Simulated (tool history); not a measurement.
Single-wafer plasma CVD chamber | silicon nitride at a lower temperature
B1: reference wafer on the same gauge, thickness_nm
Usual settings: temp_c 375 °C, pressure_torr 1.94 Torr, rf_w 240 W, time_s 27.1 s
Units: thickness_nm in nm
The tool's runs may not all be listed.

Run 1, hour 0: usual settings; B1 30.508. Result: thickness_nm 28.436 nm.
Run 2, hour 40.5: usual settings but time_s 23.5 s; B1 30.476. Result: thickness_nm 24.924 nm.
Run 3, hour 97.5: usual settings but time_s 23.5 s; B1 30.495. Result: thickness_nm 24.684 nm.
Run 4, hour 128.7: usual settings but time_s 23.5 s; B1 30.501. Result: thickness_nm 24.733 nm.
Run 5, hour 177.8: usual settings; B1 30.516. Result: thickness_nm 28.628 nm.
Run 6, hour 221.4: usual settings; B1 30.506. Result: thickness_nm 28.602 nm.
Run 7, hour 271: usual settings; B1 30.512. Result: thickness_nm 28.515 nm.
Run 8, hour 314.7: usual settings; B1 30.48. Result: thickness_nm 28.56 nm.
Run 9, hour 347: usual settings; B1 30.496. Result: thickness_nm 28.612 nm.
Run 10, hour 399: usual settings; B1 30.47. Result: thickness_nm 28.563 nm.
At hour 413.9: RF generator calibrated.
At hour 462.2: thermocouple changed; heater temperature recalibrated.
Run 11, hour 462.7: usual settings but temp_c 369 °C, pressure_torr 1.68 Torr, rf_w 270 W, time_s 29.9 s; B1 30.492. Result: thickness_nm 33.263 nm.
Run 12, hour 577.3: usual settings but temp_c 382 °C, pressure_torr 2.41 Torr; B1 30.471. Result: thickness_nm 29.473 nm.
At hour 606.6: showerhead replaced.
Run 13, hour 617.8: usual settings but pressure_torr 1.73 Torr, rf_w 260 W; B1 30.498. Result: thickness_nm 29.286 nm.
Run 14, hour 642: usual settings but time_s 23.5 s; B1 30.507. Result: thickness_nm 24.367 nm.
Run 15, hour 703.9: usual settings but temp_c 384 °C, rf_w 260 W, time_s 22.9 s; B1 30.496. Result: thickness_nm 25.223 nm.
Run 16, hour 730.7: usual settings but time_s 21.9 s; B1 30.482. Result: thickness_nm 22.671 nm.
At hour 747.2: gauge calibrated.
At hour 767.1: RF generator calibrated, repeated, since the last time left the tool worse.
Run 17, hour 767.4: usual settings but temp_c 388 °C, pressure_torr 2.17 Torr, rf_w 275 W; B1 30.483. Result: thickness_nm 33.708 nm.
Run 18, hour 810.2: usual settings but pressure_torr 2.29 Torr, time_s 24.1 s; B1 30.475. Result: thickness_nm 26.891 nm.
Run 19, hour 835.7: usual settings but temp_c 360 °C, pressure_torr 1.64 Torr, rf_w 220 W, time_s 31.7 s; B1 30.464. Result: thickness_nm 29.624 nm.
Run 20, hour 868.3: usual settings but rf_w 260 W; B1 30.476. Result: thickness_nm 31.168 nm.
At hour 889.6: capacitance manometer re-zeroed and calibrated.
Run 21, hour 932.5: usual settings but rf_w 195 W; B1 30.499. Result: thickness_nm 22.86 nm.
Run 22, hour 1142.1: usual settings but temp_c 388 °C, pressure_torr 1.67 Torr, time_s 23.1 s; B1 30.469. Result: thickness_nm 23.246 nm.

The next listed run, before its measurement:
Run 23, hour 1169.1: usual settings but rf_w 255 W; B1 ?. Result: thickness_nm ?.

{"run 23": {"B1": 30.462, "thickness_nm": 30.478}}
Without the tool's hidden state the same run would have given thickness_nm 30.978 nm.
